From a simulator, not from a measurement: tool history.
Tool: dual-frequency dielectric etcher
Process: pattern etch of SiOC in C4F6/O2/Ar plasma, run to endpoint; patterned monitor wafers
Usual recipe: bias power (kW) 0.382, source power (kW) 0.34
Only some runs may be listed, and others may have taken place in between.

run	hour	bias power (kW)	source power (kW)	incoming incoming film thickness, nm	endpoint time (s)
1	0	0.382	0.34	27.75	11.2
2	104.7	0.382	0.34	27.6	11.4
3	179.8	0.382	0.34	27.8	11.3
4	257.9	0.382	0.34	27.57	11.3
5	341.1	0.382	0.34	27.43	11.3
6	404.7	0.382	0.34	27.37	11.1
7	442.2	0.382	0.34	27.47	11.2
8	535.8	0.382	0.34	27.71	11.3
9	655.9	0.331	0.34	27.55	11.6
10	743.6	0.382	0.34	27.34	11.2
11	805.8	0.466	0.34	27.53	10.6
12	870.5	0.466	0.34	27.75	10.7
13	938.4	0.329	0.3	27.54	12.2
14	1126.9	0.46	0.41	27.56	10
15	1221.2	0.45	0.4	27.43	10.1
16	1291.1	0.382	0.29	27.49	11.8

Put back what was entered between runs (6 entries, withheld): which listed runs does each sit between, and how does the hidden state differ from the listed run before to the listed run after?
Between runs 2 and 3: wet clean of the chamber (hour 159.4)
  no hidden state differs between the two runs
Between runs 7 and 8: bias power generator calibrated (hour 452.3)
  no hidden state differs between the two runs
Between runs 8 and 9: wet clean of the chamber (hour 655.4)
  no hidden state differs between the two runs
Between runs 11 and 12: source power generator calibrated (hour 835.7); upper electrode replaced (hour 870)
  no hidden state differs between the two runs
Between runs 13 and 14: wet clean of the chamber (hour 1047.7)
  no hidden state differs between the two runs

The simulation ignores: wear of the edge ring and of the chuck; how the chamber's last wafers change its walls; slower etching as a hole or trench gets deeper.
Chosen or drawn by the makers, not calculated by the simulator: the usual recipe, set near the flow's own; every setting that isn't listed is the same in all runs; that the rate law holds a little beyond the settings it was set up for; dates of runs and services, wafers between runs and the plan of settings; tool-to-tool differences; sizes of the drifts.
